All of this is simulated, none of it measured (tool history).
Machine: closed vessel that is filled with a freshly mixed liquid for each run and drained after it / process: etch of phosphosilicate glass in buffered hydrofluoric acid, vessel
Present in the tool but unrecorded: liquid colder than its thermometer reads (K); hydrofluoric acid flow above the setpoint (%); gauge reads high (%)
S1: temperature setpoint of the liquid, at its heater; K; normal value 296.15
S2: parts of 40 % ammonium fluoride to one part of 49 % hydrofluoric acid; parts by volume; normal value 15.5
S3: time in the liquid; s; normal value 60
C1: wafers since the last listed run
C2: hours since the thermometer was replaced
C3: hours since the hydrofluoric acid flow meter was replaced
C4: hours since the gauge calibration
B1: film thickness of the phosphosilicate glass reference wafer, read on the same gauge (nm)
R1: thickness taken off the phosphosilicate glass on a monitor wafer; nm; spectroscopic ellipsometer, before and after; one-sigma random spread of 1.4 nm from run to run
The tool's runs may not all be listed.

| run | hour | S1 | S2 | S3 | C1 | C2 | C3 | C4 | B1 | R1 |
|---|---|---|---|---|---|---|---|---|---|---|
| 1 | 0 | 296.15 | 15.5 | 60 | 0 | 529.4 | 1050.4 | 1640.6 | 70 | 233.39 |
| 2 | 257.7 | 296.15 | 15.5 | 60 | 17347 | 787.1 | 1308.1 | 1898.3 | 70.01 | 227.44 |
|  | 335.5 | thermometer replaced |
| 3 | 340.9 | 296.15 | 15.5 | 60 | 5533 | 5.4 | 1391.3 | 1981.5 | 69.99 | 241.46 |
| 4 | 433.2 | 296.15 | 15.5 | 60 | 6213 | 97.7 | 1483.6 | 2073.8 | 70.01 | 239.54 |
| 5 | 536.6 | 296.15 | 15.5 | 40 | 6960 | 201.1 | 1587 | 2177.2 | 69.99 | 159.49 |
| 6 | 603.8 | 296.15 | 15.5 | 60 | 4523 | 268.3 | 1654.2 | 2244.4 | 69.99 | 235.12 |
| 7 | 641.3 | 296.15 | 15.5 | 60 | 2524 | 305.8 | 1691.7 | 2281.9 | 70.02 | 236.31 |
| 8 | 745.8 | 296.15 | 15.5 | 60 | 7034 | 410.3 | 1796.2 | 2386.4 | 70 | 236.26 |
| 9 | 813.4 | 296.15 | 15.5 | 60 | 4550 | 477.9 | 1863.8 | 2454 | 70 | 233.67 |
| 10 | 905 | 296.15 | 15.5 | 60 | 6166 | 569.5 | 1955.4 | 2545.6 | 70.01 | 231.92 |
|  | 989.5 | thermometer replaced |
| 11 | 1007.5 | 296.15 | 15.5 | 60 | 6832 | 18 | 2057.9 | 2648.1 | 70.02 | 241.43 |
|  | 1092.7 | hydrofluoric acid flow meter replaced |
| 12 | 1099.6 | 296.15 | 15.5 | 60 | 6132 | 110.1 | 6.9 | 2740.2 | 70.01 | 241.57 |
| 13 | 1190.2 | 298.15 | 15.5 | 60 | 6098 | 200.7 | 97.5 | 2830.8 | 69.99 | 268.11 |
| 14 | 1255.8 | 298.15 | 15.5 | 60 | 4416 | 266.3 | 163.1 | 2896.4 | 69.98 | 265.79 |
| 15 | 1328.3 | 291.65 | 10.5 | 60 | 4880 | 338.8 | 235.6 | 2968.9 | 70 | 268.47 |
| 16 | 1377.2 | 291.15 | 15.5 | 60 | 3291 | 387.7 | 284.5 | 3017.8 | 70.01 | 179.79 |
| 17 | 1452.5 | 301.15 | 19 | 30 | 5069 | 463 | 359.8 | 3093.1 | 69.98 | 126.71 |
| 18 | 1532.9 | 294.65 | 10 | 80 | 5412 | 543.4 | 440.2 | 3173.5 | 69.99 | 436.88 |
|  | 1622.7 | gauge calibrated |
|  | 1649.7 | thermometer replaced |
| 19 | 1732.3 | 292.65 | 15.5 | 60 | 13355 | 82.6 | 639.6 | 109.6 | 69.99 | 198.81 |
| 20 | 1793.1 | 296.15 | 15.5 | 90 | 4092 | 143.4 | 700.4 | 170.4 | 69.99 | 360.16 |
| 21 | 1874.5 | 291.65 | 15.5 | 60 | 5479 | 224.8 | 781.8 | 251.8 | 70 | 187.31 |
| 22 | 1961.3 | 296.15 | 15.5 | 80 | 5843 | 311.6 | 868.6 | 338.6 | 69.98 | 319.96 |
| 23 | 2023.3 | 296.15 | 15.5 | 60 | 4173 | 373.6 | 930.6 | 400.6 | 70 | 238.31 |

Run 24 comes next. What will it give?
| 24 | 2083.9 | 296.15 | 15.5 | 60 | 4079 | 434.2 | 991.2 | 461.2 | ? | ? |

Run 24 produced B1 70.01, R1 235.01 nm.
Had the tool carried no hidden state, the very same run would have given R1 243.04 nm.
